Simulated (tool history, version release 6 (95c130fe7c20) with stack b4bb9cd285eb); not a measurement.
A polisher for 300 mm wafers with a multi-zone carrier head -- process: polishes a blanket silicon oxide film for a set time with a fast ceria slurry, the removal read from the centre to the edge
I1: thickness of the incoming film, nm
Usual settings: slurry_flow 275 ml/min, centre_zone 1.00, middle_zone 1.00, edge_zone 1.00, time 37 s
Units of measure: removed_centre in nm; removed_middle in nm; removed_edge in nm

{"run": 1, "hour": 0.0, "slurry_flow": 275, "centre_zone": 1.0, "middle_zone": 1.0, "edge_zone": 1.0, "time": 37, "I1": 2918.1, "removed_centre": 630.4, "removed_middle": 613.2, "removed_edge": 615.9}
{"run": 2, "hour": 41.6, "slurry_flow": 275, "centre_zone": 1.0, "middle_zone": 1.05, "edge_zone": 1.0, "time": 37, "I1": 3006.2, "removed_centre": 643.8, "removed_middle": 645.4, "removed_edge": 622.1}
{"hour": 60.0, "done": "centre zone pressure recalibrated"}
{"run": 3, "hour": 112.2, "slurry_flow": 230, "centre_zone": 1.0, "middle_zone": 0.88, "edge_zone": 0.96, "time": 45, "I1": 2889.7, "removed_centre": 754.6, "removed_middle": 660.3, "removed_edge": 737.8}
{"hour": 203.8, "done": "worn pad replaced by a new one"}
{"hour": 265.8, "done": "carrier head's membrane replaced by a new one"}
{"hour": 270.9, "done": "slurry nozzle cleaned"}
{"run": 4, "hour": 276.5, "slurry_flow": 275, "centre_zone": 1.0, "middle_zone": 1.0, "edge_zone": 1.0, "time": 37, "I1": 2935.5, "removed_centre": 636.0, "removed_middle": 626.2, "removed_edge": 621.6}
{"run": 5, "hour": 301.9, "slurry_flow": 310, "centre_zone": 1.0, "middle_zone": 1.1, "edge_zone": 1.0, "time": 37, "I1": 2891.4, "removed_centre": 642.4, "removed_middle": 701.7, "removed_edge": 628.6}
{"run": 6, "hour": 358.1, "slurry_flow": 275, "centre_zone": 0.9, "middle_zone": 0.92, "edge_zone": 1.0, "time": 37, "I1": 2929.4, "removed_centre": 567.0, "removed_middle": 577.8, "removed_edge": 627.3}
{"run": 7, "hour": 387.4, "slurry_flow": 275, "centre_zone": 1.04, "middle_zone": 1.0, "edge_zone": 0.88, "time": 37, "I1": 2970.3, "removed_centre": 651.1, "removed_middle": 609.1, "removed_edge": 590.7}
{"run": 8, "hour": 416.6, "slurry_flow": 240, "centre_zone": 1.09, "middle_zone": 1.0, "edge_zone": 1.03, "time": 28, "I1": 2950.7, "removed_centre": 515.3, "removed_middle": 462.9, "removed_edge": 469.0}
{"run": 9, "hour": 459.2, "slurry_flow": 275, "centre_zone": 0.97, "middle_zone": 1.0, "edge_zone": 1.1, "time": 37, "I1": 2927.7, "removed_centre": 627.5, "removed_middle": 639.2, "removed_edge": 636.4}
{"hour": 497.0, "done": "edge zone pressure recalibrated"}
{"run": 10, "hour": 524.4, "slurry_flow": 275, "centre_zone": 1.0, "middle_zone": 1.0, "edge_zone": 1.0, "time": 37, "I1": 2924.4, "removed_centre": 633.4, "removed_middle": 633.6, "removed_edge": 642.7}
{"run": 11, "hour": 559.3, "slurry_flow": 180, "centre_zone": 1.0, "middle_zone": 1.0, "edge_zone": 0.89, "time": 28, "I1": 2981.7, "removed_centre": 451.9, "removed_middle": 457.7, "removed_edge": 430.8}
{"run": 12, "hour": 614.9, "slurry_flow": 275, "centre_zone": 1.0, "middle_zone": 0.94, "edge_zone": 1.0, "time": 24, "I1": 2912.3, "removed_centre": 413.1, "removed_middle": 390.9, "removed_edge": 402.8}
{"hour": 707.5, "done": "worn pad replaced by a new one"}
{"hour": 749.5, "done": "slurry nozzle cleaned"}
{"run": 13, "hour": 808.5, "slurry_flow": 275, "centre_zone": 1.0, "middle_zone": 1.08, "edge_zone": 1.0, "time": 37, "I1": 2954.8, "removed_centre": 647.7, "removed_middle": 679.2, "removed_edge": 609.5}
{"run": 14, "hour": 859.9, "slurry_flow": 275, "centre_zone": 1.0, "middle_zone": 1.0, "edge_zone": 1.0, "time": 37, "I1": 2970.3, "removed_centre": 633.9, "removed_middle": 632.8, "removed_edge": 607.6}
{"hour": 877.7, "done": "carrier head's membrane replaced by a new one"}
{"run": 15, "hour": 898.6, "slurry_flow": 275, "centre_zone": 1.0, "middle_zone": 1.0, "edge_zone": 1.0, "time": 37, "I1": 2933.8, "removed_centre": 632.5, "removed_middle": 626.4, "removed_edge": 616.9}
{"run": 16, "hour": 927.5, "slurry_flow": 275, "centre_zone": 1.0, "middle_zone": 1.09, "edge_zone": 1.0, "time": 37, "I1": 2924.5, "removed_centre": 632.7, "removed_middle": 668.4, "removed_edge": 618.2}
{"run": 17, "hour": 979.3, "slurry_flow": 275, "centre_zone": 1.0, "middle_zone": 1.08, "edge_zone": 1.0, "time": 37, "I1": 2991.8, "removed_centre": 647.6, "removed_middle": 677.5, "removed_edge": 626.0}
{"run": 18, "hour": 1006.6, "slurry_flow": 275, "centre_zone": 1.0, "middle_zone": 1.07, "edge_zone": 1.0, "time": 37, "I1": 2940.4, "removed_centre": 640.5, "removed_middle": 661.8, "removed_edge": 614.8}
{"run": 19, "hour": 1077.1, "slurry_flow": 275, "centre_zone": 1.0, "middle_zone": 1.0, "edge_zone": 1.0, "time": 50, "I1": 2945.7, "removed_centre": 874.1, "removed_middle": 829.8, "removed_edge": 833.3}
{"run": 20, "hour": 1138.1, "slurry_flow": 300, "centre_zone": 1.0, "middle_zone": 1.0, "edge_zone": 1.09, "time": 37, "I1": 2926.2, "removed_centre": 629.7, "removed_middle": 634.4, "removed_edge": 653.8}
{"hour": 1209.3, "done": "worn pad replaced by a new one"}
{"run": 21, "hour": 1209.8, "slurry_flow": 180, "centre_zone": 1.0, "middle_zone": 1.0, "edge_zone": 1.0, "time": 27, "I1": 2929.4, "removed_centre": 428.3, "removed_middle": 429.7, "removed_edge": 422.3}
{"run": 22, "hour": 1246.5, "slurry_flow": 275, "centre_zone": 1.0, "middle_zone": 1.0, "edge_zone": 1.0, "time": 37, "I1": 2968.0, "removed_centre": 634.3, "removed_middle": 620.9, "removed_edge": 619.3}

List, for all runs, the conditions of the tool that the log does not record:
removal rate lost through wear of the pad, %: 0, the same for each run
slurry flow missing at the pad, %: 0, the same for each run
deviation of the centre zone's pressure from its setpoint, %: 0, the same for each run
deviation of the edge zone's pressure from its setpoint, %: 0, the same for each run

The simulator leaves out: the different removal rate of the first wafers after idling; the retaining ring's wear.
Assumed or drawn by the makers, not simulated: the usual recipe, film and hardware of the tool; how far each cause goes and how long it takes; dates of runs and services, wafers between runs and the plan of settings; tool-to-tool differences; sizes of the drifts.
